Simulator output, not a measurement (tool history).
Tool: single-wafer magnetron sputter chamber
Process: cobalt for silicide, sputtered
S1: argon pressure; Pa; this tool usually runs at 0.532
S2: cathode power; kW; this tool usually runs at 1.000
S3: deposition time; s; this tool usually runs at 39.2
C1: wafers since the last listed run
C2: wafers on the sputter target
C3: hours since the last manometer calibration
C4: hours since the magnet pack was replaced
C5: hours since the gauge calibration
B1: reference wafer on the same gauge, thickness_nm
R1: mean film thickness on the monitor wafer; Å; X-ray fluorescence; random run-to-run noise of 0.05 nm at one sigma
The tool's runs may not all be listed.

run,hour,S1,S2,S3,C1,C2,C3,C4,C5,B1,R1
1,0.0,0.620,1.000,39.2,0,1930,1770.3,6332.9,86.6,16.919,174.17
2,14.3,0.620,1.000,39.2,333,2264,1784.6,6347.2,100.9,16.907,173.39
3,25.9,0.532,1.000,39.2,270,2534,1796.2,6358.8,112.5,16.898,177.25
4,38.5,0.532,1.000,39.2,293,2828,1808.8,6371.4,125.1,16.908,174.81
# hour 46.6: sputter target and shields replaced
5,47.4,0.532,1.000,39.2,20,18,1817.7,6380.3,134.0,16.899,178.90
6,62.1,0.604,1.000,39.2,342,361,1832.4,6395.0,148.7,16.899,175.57
7,71.9,0.604,1.000,39.2,228,589,1842.2,6404.8,158.5,16.919,175.74
8,79.8,0.604,1.000,39.2,184,773,1850.1,6412.7,166.4,16.896,175.93
# hour 98.7: capacitance manometer re-zeroed and calibrated
9,99.2,0.532,1.000,39.2,265,1039,0.5,6432.1,185.8,16.896,177.56
10,105.9,0.532,1.000,39.2,156,1195,7.2,6438.8,192.5,16.909,177.52
# hour 123.3: magnet pack replaced, of another model than before
11,123.8,0.421,0.900,32.2,230,1426,25.1,0.5,210.4,16.897,136.91
12,126.4,0.343,0.800,32.6,60,1487,27.7,3.1,213.0,16.889,129.40
13,143.0,0.532,1.000,39.2,386,1874,44.3,19.7,229.6,16.902,177.36
# hour 162.6: gauge calibrated
14,179.1,0.401,1.150,34.5,841,2715,80.4,55.8,16.5,16.898,174.09
15,187.9,0.601,1.000,39.2,205,2920,89.2,64.6,25.3,16.877,172.49
# hour 201.1: sputter target and shields replaced
16,236.9,0.532,0.950,39.2,955,833,138.2,113.6,74.3,16.891,171.95
17,247.6,0.721,1.200,39.2,249,1082,148.9,124.3,85.0,16.893,198.63
18,254.8,0.532,1.000,43.5,167,1250,156.1,131.5,92.2,16.895,198.89

Each row is a separate what-if for the run after 18, all from the same tool condition, not one after another. Results?
A,255.2,0.532,1.000,41.3,9,1260,156.5,131.9,92.6,?,?
B,255.2,0.532,1.250,39.2,9,1260,156.5,131.9,92.6,?,?
C,255.2,0.686,0.800,39.2,9,1260,156.5,131.9,92.6,?,?
D,255.2,0.650,0.850,32.3,9,1260,156.5,131.9,92.6,?,?
E,255.2,0.532,1.150,39.2,9,1260,156.5,131.9,92.6,?,?

run,B1,R1
A,16.906,187.55
B,16.906,210.42
C,16.906,148.69
D,16.906,128.41
E,16.906,197.46
Without the tool's hidden state the same runs would have given:
run,R1
A,188.70
B,211.71
C,149.61
D,129.20
E,198.67
